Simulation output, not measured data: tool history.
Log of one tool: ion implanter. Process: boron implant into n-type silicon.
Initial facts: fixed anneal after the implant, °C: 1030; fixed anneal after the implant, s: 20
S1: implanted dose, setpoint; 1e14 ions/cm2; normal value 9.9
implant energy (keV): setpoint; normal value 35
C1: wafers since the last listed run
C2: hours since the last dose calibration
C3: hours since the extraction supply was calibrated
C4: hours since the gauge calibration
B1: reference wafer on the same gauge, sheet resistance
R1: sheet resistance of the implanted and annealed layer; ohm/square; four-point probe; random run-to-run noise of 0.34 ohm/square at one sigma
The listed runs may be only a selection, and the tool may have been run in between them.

run 1 hour=0 | S1=9.9 implant_energy_(keV)=35 | C1=0 C2=996.2 C3=6066.1 C4=116.3 | B1=99.11 | R1=114.64
run 2 hour=6.9 | S1=9.9 implant_energy_(keV)=35 | C1=100 C2=1003.1 C3=6073 C4=123.2 | B1=98.9 | R1=115.44
run 3 hour=14.8 | S1=9.9 implant_energy_(keV)=35 | C1=114 C2=1011 C3=6080.9 C4=131.1 | B1=98.98 | R1=114.9
run 4 hour=27.6 | S1=10.76 implant_energy_(keV)=35 | C1=186 C2=1023.8 C3=6093.7 C4=143.9 | B1=99.01 | R1=107.35
run 5 hour=42.7 | S1=10.76 implant_energy_(keV)=35 | C1=219 C2=1038.9 C3=6108.8 C4=159 | B1=98.96 | R1=107.72
run 6 hour=55.5 | S1=10.76 implant_energy_(keV)=35 | C1=186 C2=1051.7 C3=6121.6 C4=171.8 | B1=98.87 | R1=107.01
run 7 hour=70.2 | S1=9.9 implant_energy_(keV)=35 | C1=213 C2=1066.4 C3=6136.3 C4=186.5 | B1=99.07 | R1=115.59
run 8 hour=87.5 | S1=9.9 implant_energy_(keV)=35 | C1=251 C2=1083.7 C3=6153.6 C4=203.8 | B1=98.88 | R1=115.46
run 9 hour=94.3 | S1=11.68 implant_energy_(keV)=35 | C1=98 C2=1090.5 C3=6160.4 C4=210.6 | B1=99.07 | R1=100.34
run 10 hour=107.3 | S1=11.68 implant_energy_(keV)=35 | C1=188 C2=1103.5 C3=6173.4 C4=223.6 | B1=98.93 | R1=99.99
run 11 hour=121.1 | S1=9.9 implant_energy_(keV)=40.5 | C1=200 C2=1117.3 C3=6187.2 C4=237.4 | B1=98.92 | R1=113.46
run 12 hour=134.1 | S1=9.9 implant_energy_(keV)=40.5 | C1=188 C2=1130.3 C3=6200.2 C4=250.4 | B1=98.93 | R1=113.78
run 13 hour=140.4 | S1=9.9 implant_energy_(keV)=35 | C1=91 C2=1136.6 C3=6206.5 C4=256.7 | B1=99.03 | R1=115.28
run 14 hour=153.9 | S1=9.9 implant_energy_(keV)=35 | C1=196 C2=1150.1 C3=6220 C4=270.2 | B1=98.93 | R1=114.61
-- hour=168.6 Faraday cup replaced and dose calibrated
run 15 hour=169.1 | S1=11.45 implant_energy_(keV)=40.5 | C1=104 C2=0.5 C3=6235.2 C4=285.4 | B1=99.01 | R1=98.71
run 16 hour=178.6 | S1=11.45 implant_energy_(keV)=40.5 | C1=138 C2=10 C3=6244.7 C4=294.9 | B1=98.99 | R1=98.74
run 17 hour=189.7 | S1=9.9 implant_energy_(keV)=35 | C1=161 C2=21.1 C3=6255.8 C4=306 | B1=99.04 | R1=112.66
run 18 hour=199.3 | S1=11.7 implant_energy_(keV)=35 | C1=139 C2=30.7 C3=6265.4 C4=315.6 | B1=98.93 | R1=97.83
-- hour=203.7 gauge calibrated
run 19 hour=210.6 | S1=8.48 implant_energy_(keV)=39.5 | C1=164 C2=42 C3=6276.7 C4=6.9 | B1=99 | R1=126.54
-- hour=236.9 Faraday cup replaced and dose calibrated, repeated, since the last time left the tool worse
-- hour=241 extraction supply calibrated
run 20 hour=241.5 | S1=8.37 implant_energy_(keV)=24 | C1=272 C2=4.6 C3=0.5 C4=37.8 | B1=99.14 | R1=138.95
run 21 hour=252.2 | S1=8.03 implant_energy_(keV)=24.5 | C1=155 C2=15.3 C3=11.2 C4=48.5 | B1=98.93 | R1=144.43
run 22 hour=264.1 | S1=8.37 implant_energy_(keV)=24 | C1=172 C2=27.2 C3=23.1 C4=60.4 | B1=98.99 | R1=139.35
run 23 hour=279.2 | S1=9.9 implant_energy_(keV)=35 | C1=219 C2=42.3 C3=38.2 C4=75.5 | B1=98.93 | R1=117.33
run 24 hour=290.2 | S1=8.35 implant_energy_(keV)=24 | C1=159 C2=53.3 C3=49.2 C4=86.5 | B1=98.97 | R1=139.94
run 25 hour=307.4 | S1=9.9 implant_energy_(keV)=45.5 | C1=249 C2=70.5 C3=66.4 C4=103.7 | B1=99.05 | R1=115.8
run 26 hour=324.3 | S1=8.62 implant_energy_(keV)=42 | C1=245 C2=87.4 C3=83.3 C4=120.6 | B1=99.13 | R1=129.99
run 27 hour=338.9 | S1=9.9 implant_energy_(keV)=35 | C1=212 C2=102 C3=97.9 C4=135.2 | B1=98.9 | R1=117.29
run 28 hour=348.7 | S1=8.62 implant_energy_(keV)=35 | C1=142 C2=111.8 C3=107.7 C4=145 | B1=98.86 | R1=131.3
run 29 hour=355 | S1=9.9 implant_energy_(keV)=35 | C1=91 C2=118.1 C3=114 C4=151.3 | B1=98.91 | R1=117.33

Predict the results of run 30:
run 30 hour=365.7 | S1=9.9 implant_energy_(keV)=24 | C1=155 C2=128.8 C3=124.7 C4=162 | B1=? | R1=?

Run 30 yielded B1 99, R1 119.94 ohm/square.
The same run, on a tool lacking any hidden state, would have yielded R1 121.09 ohm/square.

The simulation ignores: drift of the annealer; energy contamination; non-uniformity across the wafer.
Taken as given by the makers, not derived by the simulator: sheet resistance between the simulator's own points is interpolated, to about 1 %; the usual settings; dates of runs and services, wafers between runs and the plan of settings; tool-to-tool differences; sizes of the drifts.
